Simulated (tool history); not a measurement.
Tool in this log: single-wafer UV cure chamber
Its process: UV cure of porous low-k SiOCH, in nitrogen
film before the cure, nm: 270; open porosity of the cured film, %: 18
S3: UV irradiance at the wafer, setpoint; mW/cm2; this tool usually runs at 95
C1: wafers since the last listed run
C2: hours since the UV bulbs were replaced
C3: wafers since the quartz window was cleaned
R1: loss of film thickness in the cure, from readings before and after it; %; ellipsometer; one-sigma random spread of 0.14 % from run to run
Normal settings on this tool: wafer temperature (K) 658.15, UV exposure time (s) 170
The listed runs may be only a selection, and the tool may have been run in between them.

run 1 hour=0.0 | wafer_temperature_(K)=658.15 UV_exposure_time_(s)=240 S3=95 | C1=0 C2=922.5 C3=4871 | R1=9.142
-- hour=103.8 quartz window cleaned
run 2 hour=104.2 | wafer_temperature_(K)=658.15 UV_exposure_time_(s)=170 S3=95 | C1=1518 C2=1026.7 C3=6 | R1=8.362
run 3 hour=156.1 | wafer_temperature_(K)=658.15 UV_exposure_time_(s)=170 S3=95 | C1=819 C2=1078.6 C3=825 | R1=8.052
run 4 hour=242.0 | wafer_temperature_(K)=658.15 UV_exposure_time_(s)=170 S3=95 | C1=1355 C2=1164.5 C3=2181 | R1=7.902
run 5 hour=287.3 | wafer_temperature_(K)=658.15 UV_exposure_time_(s)=170 S3=95 | C1=714 C2=1209.8 C3=2896 | R1=7.794
run 6 hour=364.6 | wafer_temperature_(K)=658.15 UV_exposure_time_(s)=170 S3=109 | C1=1220 C2=1287.1 C3=4116 | R1=8.158
-- hour=426.2 quartz window cleaned
run 7 hour=445.0 | wafer_temperature_(K)=658.15 UV_exposure_time_(s)=120 S3=95 | C1=1142 C2=1367.5 C3=296 | R1=6.613
run 8 hour=536.8 | wafer_temperature_(K)=658.15 UV_exposure_time_(s)=120 S3=95 | C1=1448 C2=1459.3 C3=1745 | R1=6.492
run 9 hour=581.7 | wafer_temperature_(K)=658.15 UV_exposure_time_(s)=120 S3=95 | C1=708 C2=1504.2 C3=2454 | R1=6.145
run 10 hour=663.8 | wafer_temperature_(K)=658.15 UV_exposure_time_(s)=170 S3=95 | C1=1295 C2=1586.3 C3=3749 | R1=7.551
run 11 hour=733.0 | wafer_temperature_(K)=658.15 UV_exposure_time_(s)=170 S3=95 | C1=1092 C2=1655.5 C3=4842 | R1=7.609
-- hour=819.9 quartz window cleaned
run 12 hour=820.4 | wafer_temperature_(K)=658.15 UV_exposure_time_(s)=170 S3=95 | C1=1253 C2=1742.9 C3=7 | R1=8.153
run 13 hour=869.8 | wafer_temperature_(K)=658.15 UV_exposure_time_(s)=170 S3=95 | C1=779 C2=1792.3 C3=787 | R1=7.902
run 14 hour=910.8 | wafer_temperature_(K)=677.15 UV_exposure_time_(s)=100 S3=74 | C1=647 C2=1833.3 C3=1434 | R1=5.139
run 15 hour=1006.6 | wafer_temperature_(K)=667.15 UV_exposure_time_(s)=110 S3=117 | C1=1512 C2=1929.1 C3=2946 | R1=6.821
run 16 hour=1105.0 | wafer_temperature_(K)=658.15 UV_exposure_time_(s)=170 S3=95 | C1=1553 C2=2027.5 C3=4499 | R1=7.319
run 17 hour=1145.2 | wafer_temperature_(K)=651.15 UV_exposure_time_(s)=170 S3=67 | C1=634 C2=2067.7 C3=5134 | R1=5.921
-- hour=1204.3 quartz window cleaned
run 18 hour=1247.9 | wafer_temperature_(K)=675.15 UV_exposure_time_(s)=260 S3=95 | C1=1494 C2=2170.4 C3=688 | R1=9.382
run 19 hour=1311.9 | wafer_temperature_(K)=658.15 UV_exposure_time_(s)=170 S3=61 | C1=1010 C2=2234.4 C3=1698 | R1=5.955
run 20 hour=1362.8 | wafer_temperature_(K)=658.15 UV_exposure_time_(s)=270 S3=110 | C1=803 C2=2285.3 C3=2501 | R1=10.000
run 21 hour=1423.8 | wafer_temperature_(K)=652.15 UV_exposure_time_(s)=200 S3=131 | C1=962 C2=2346.3 C3=3464 | R1=9.284
-- hour=1449.4 UV bulbs replaced
-- hour=1533.8 quartz window cleaned
run 22 hour=1694.7 | wafer_temperature_(K)=675.15 UV_exposure_time_(s)=260 S3=95 | C1=4023 C2=245.3 C3=2539 | R1=10.354
run 23 hour=1776.4 | wafer_temperature_(K)=658.15 UV_exposure_time_(s)=170 S3=117 | C1=1289 C2=327.0 C3=3828 | R1=9.044
run 24 hour=1878.8 | wafer_temperature_(K)=658.15 UV_exposure_time_(s)=210 S3=69 | C1=1616 C2=429.4 C3=5444 | R1=7.820

Alternative continuations, all from the tool just after run 24; predict every row:
run A hour=1879.2 | wafer_temperature_(K)=658.15 UV_exposure_time_(s)=170 S3=95 | C1=6 C2=429.8 C3=5451 | R1=?
run B hour=1879.2 | wafer_temperature_(K)=638.15 UV_exposure_time_(s)=115 S3=75 | C1=6 C2=429.8 C3=5451 | R1=?
run C hour=1879.2 | wafer_temperature_(K)=665.15 UV_exposure_time_(s)=115 S3=74 | C1=6 C2=429.8 C3=5451 | R1=?
run D hour=1879.2 | wafer_temperature_(K)=650.15 UV_exposure_time_(s)=170 S3=84 | C1=6 C2=429.8 C3=5451 | R1=?
run E hour=1879.2 | wafer_temperature_(K)=658.15 UV_exposure_time_(s)=170 S3=83 | C1=6 C2=429.8 C3=5451 | R1=?

run=A R1=8.141
run=B R1=5.486
run=C R1=5.829
run=D R1=7.533
run=E R1=7.613
Take away the tool's hidden state, keep each run's random variation, and the runs would have read:
run=A R1=9.341
run=B R1=6.562
run=C R1=6.927
run=D R1=8.710
run=E R1=8.793

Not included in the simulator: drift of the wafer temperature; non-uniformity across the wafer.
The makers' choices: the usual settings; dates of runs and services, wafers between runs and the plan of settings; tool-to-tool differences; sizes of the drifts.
